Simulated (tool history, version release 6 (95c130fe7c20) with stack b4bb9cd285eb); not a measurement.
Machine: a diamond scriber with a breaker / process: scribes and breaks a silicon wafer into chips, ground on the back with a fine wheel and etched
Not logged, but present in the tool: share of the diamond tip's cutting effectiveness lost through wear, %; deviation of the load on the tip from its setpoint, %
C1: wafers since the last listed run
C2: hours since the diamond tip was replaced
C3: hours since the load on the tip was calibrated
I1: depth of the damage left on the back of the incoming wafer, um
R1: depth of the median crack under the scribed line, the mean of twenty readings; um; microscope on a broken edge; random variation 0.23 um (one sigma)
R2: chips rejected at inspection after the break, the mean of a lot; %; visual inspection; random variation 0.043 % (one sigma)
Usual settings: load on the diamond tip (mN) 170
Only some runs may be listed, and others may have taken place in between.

run 1 hour=0 | load_on_the_diamond_tip_(mN)=151 | C1=0 C2=254.4 C3=310 | I1=0.49 | R1=10.88 R2=3.82
run 2 hour=53.7 | load_on_the_diamond_tip_(mN)=151 | C1=293 C2=308.1 C3=363.7 | I1=0.53 | R1=11.31 R2=4.05
run 3 hour=128.5 | load_on_the_diamond_tip_(mN)=134 | C1=408 C2=382.9 C3=438.5 | I1=0.5 | R1=9.94 R2=9.6
run 4 hour=181.6 | load_on_the_diamond_tip_(mN)=134 | C1=289 C2=436 C3=491.6 | I1=0.31 | R1=9.99 R2=9.69
run 5 hour=237.6 | load_on_the_diamond_tip_(mN)=134 | C1=305 C2=492 C3=547.6 | I1=0.46 | R1=10.18 R2=10.37
run 6 hour=280.8 | load_on_the_diamond_tip_(mN)=170 | C1=235 C2=535.2 C3=590.8 | I1=0.51 | R1=11.44 R2=1.83
run 7 hour=335.8 | load_on_the_diamond_tip_(mN)=170 | C1=300 C2=590.2 C3=645.8 | I1=0.73 | R1=11.68 R2=2.05
-- hour=368.6 load on the tip recalibrated
run 8 hour=485.6 | load_on_the_diamond_tip_(mN)=170 | C1=806 C2=740 C3=117 | I1=0.68 | R1=11.23 R2=2.69
run 9 hour=600 | load_on_the_diamond_tip_(mN)=170 | C1=624 C2=854.4 C3=231.4 | I1=0.34 | R1=11.41 R2=2.84
-- hour=602.9 diamond tip replaced by a new one
run 10 hour=696 | load_on_the_diamond_tip_(mN)=170 | C1=512 C2=93.1 C3=327.4 | I1=0.71 | R1=10.61 R2=6.45
run 11 hour=743.1 | load_on_the_diamond_tip_(mN)=170 | C1=257 C2=140.2 C3=374.5 | I1=0.46 | R1=10.21 R2=6.19
run 12 hour=832 | load_on_the_diamond_tip_(mN)=170 | C1=485 C2=229.1 C3=463.4 | I1=0.76 | R1=10.42 R2=6.87
run 13 hour=910.5 | load_on_the_diamond_tip_(mN)=170 | C1=428 C2=307.6 C3=541.9 | I1=0.47 | R1=10.35 R2=8.18
run 14 hour=1003.6 | load_on_the_diamond_tip_(mN)=170 | C1=508 C2=400.7 C3=635 | I1=0.65 | R1=10.22 R2=9.08
-- hour=1045.3 load on the tip recalibrated
run 15 hour=1055.8 | load_on_the_diamond_tip_(mN)=170 | C1=273 C2=452.9 C3=10.5 | I1=0.63 | R1=10.07 R2=9.81
run 16 hour=1137 | load_on_the_diamond_tip_(mN)=170 | C1=443 C2=534.1 C3=91.7 | I1=0.4 | R1=9.73 R2=10.54
run 17 hour=1188.7 | load_on_the_diamond_tip_(mN)=170 | C1=282 C2=585.8 C3=143.4 | I1=0.57 | R1=10.01 R2=10.83
run 18 hour=1294 | load_on_the_diamond_tip_(mN)=170 | C1=574 C2=691.1 C3=248.7 | I1=0.75 | R1=9.68 R2=11.49
-- hour=1301.4 diamond tip replaced by a new one, repeated, since the last time left the tool worse
run 19 hour=1392.6 | load_on_the_diamond_tip_(mN)=170 | C1=527 C2=91.2 C3=347.3 | I1=0.71 | R1=12.64 R2=1.08
run 20 hour=1493 | load_on_the_diamond_tip_(mN)=170 | C1=547 C2=191.6 C3=447.7 | I1=0.61 | R1=12.18 R2=1.17
run 21 hour=1566.9 | load_on_the_diamond_tip_(mN)=119 | C1=403 C2=265.5 C3=521.6 | I1=0.47 | R1=9.54 R2=14.36
run 22 hour=1614.7 | load_on_the_diamond_tip_(mN)=217 | C1=260 C2=313.3 C3=569.4 | I1=0.68 | R1=14.56 R2=3.95
run 23 hour=1721.2 | load_on_the_diamond_tip_(mN)=187 | C1=581 C2=419.8 C3=675.9 | I1=0.47 | R1=12.8 R2=1.1
-- hour=1757.1 load on the tip recalibrated
run 24 hour=1758.6 | load_on_the_diamond_tip_(mN)=185 | C1=193 C2=457.2 C3=1.5 | I1=0.51 | R1=12.95 R2=1.04
run 25 hour=1843.1 | load_on_the_diamond_tip_(mN)=195 | C1=461 C2=541.7 C3=86 | I1=0.31 | R1=13.1 R2=1.25
run 26 hour=1884.2 | load_on_the_diamond_tip_(mN)=170 | C1=224 C2=582.8 C3=127.1 | I1=0.46 | R1=11.74 R2=1.7
run 27 hour=1967.9 | load_on_the_diamond_tip_(mN)=170 | C1=456 C2=666.5 C3=210.8 | I1=0.53 | R1=11.94 R2=1.77
run 28 hour=2015.9 | load_on_the_diamond_tip_(mN)=133 | C1=261 C2=714.5 C3=258.8 | I1=0.68 | R1=9.84 R2=11.91
-- hour=2044 diamond tip replaced by a new one
run 29 hour=2102.1 | load_on_the_diamond_tip_(mN)=156 | C1=459 C2=58.1 C3=345 | I1=0.76 | R1=11.73 R2=1.95
run 30 hour=2195.6 | load_on_the_diamond_tip_(mN)=170 | C1=510 C2=151.6 C3=438.5 | I1=0.32 | R1=12.39 R2=1.17
run 31 hour=2269.8 | load_on_the_diamond_tip_(mN)=123 | C1=404 C2=225.8 C3=512.7 | I1=0.8 | R1=9.75 R2=13.65
run 32 hour=2360.1 | load_on_the_diamond_tip_(mN)=212 | C1=492 C2=316.1 C3=603 | I1=0.5 | R1=14.05 R2=3.04
run 33 hour=2398.6 | load_on_the_diamond_tip_(mN)=195 | C1=210 C2=354.6 C3=641.5 | I1=0.4 | R1=13.4 R2=1.34
run 34 hour=2435.7 | load_on_the_diamond_tip_(mN)=220 | C1=202 C2=391.7 C3=678.6 | I1=0.48 | R1=14.28 R2=3.91
-- hour=2457.1 load on the tip recalibrated
run 35 hour=2496.1 | load_on_the_diamond_tip_(mN)=202 | C1=318 C2=452.1 C3=39 | I1=0.76 | R1=13.37 R2=1.76
run 36 hour=2576 | load_on_the_diamond_tip_(mN)=138 | C1=435 C2=532 C3=118.9 | I1=0.69 | R1=10.69 R2=8.81
run 37 hour=2616.8 | load_on_the_diamond_tip_(mN)=189 | C1=222 C2=572.8 C3=159.7 | I1=0.69 | R1=12.36 R2=0.94
run 38 hour=2724.6 | load_on_the_diamond_tip_(mN)=170 | C1=588 C2=680.6 C3=267.5 | I1=0.39 | R1=11.59 R2=2.2
-- hour=2779.9 diamond tip replaced by a new one
run 39 hour=2784.3 | load_on_the_diamond_tip_(mN)=170 | C1=314 C2=4.4 C3=327.2 | I1=0.62 | R1=12.93 R2=0.97
run 40 hour=2874.7 | load_on_the_diamond_tip_(mN)=170 | C1=493 C2=94.8 C3=417.6 | I1=0.72 | R1=12.33 R2=1.01
run 41 hour=2948.1 | load_on_the_diamond_tip_(mN)=219 | C1=400 C2=168.2 C3=491 | I1=0.68 | R1=14.9 R2=5.28

Below are 4 alternative next runs, each starting from the tool's condition after run 41. Predict each:
run A hour=2948.6 | load_on_the_diamond_tip_(mN)=137 | C1=2 C2=168.7 C3=491.5 | I1=0.36 | R1=? R2=?
run B hour=2948.6 | load_on_the_diamond_tip_(mN)=124 | C1=2 C2=168.7 C3=491.5 | I1=0.36 | R1=? R2=?
run C hour=2948.6 | load_on_the_diamond_tip_(mN)=152 | C1=2 C2=168.7 C3=491.5 | I1=0.36 | R1=? R2=?
run D hour=2948.6 | load_on_the_diamond_tip_(mN)=143 | C1=2 C2=168.7 C3=491.5 | I1=0.36 | R1=? R2=?

run=A R1=10.61 R2=6.58
run=B R1=9.85 R2=11.78
run=C R1=11.44 R2=2.91
run=D R1=10.94 R2=4.84
What these runs would have given with no unlogged condition in the tool:
run=A R1=10.83 R2=5.4
run=B R1=10.06 R2=10.16
run=C R1=11.68 R2=2.24
run=D R1=11.17 R2=3.86
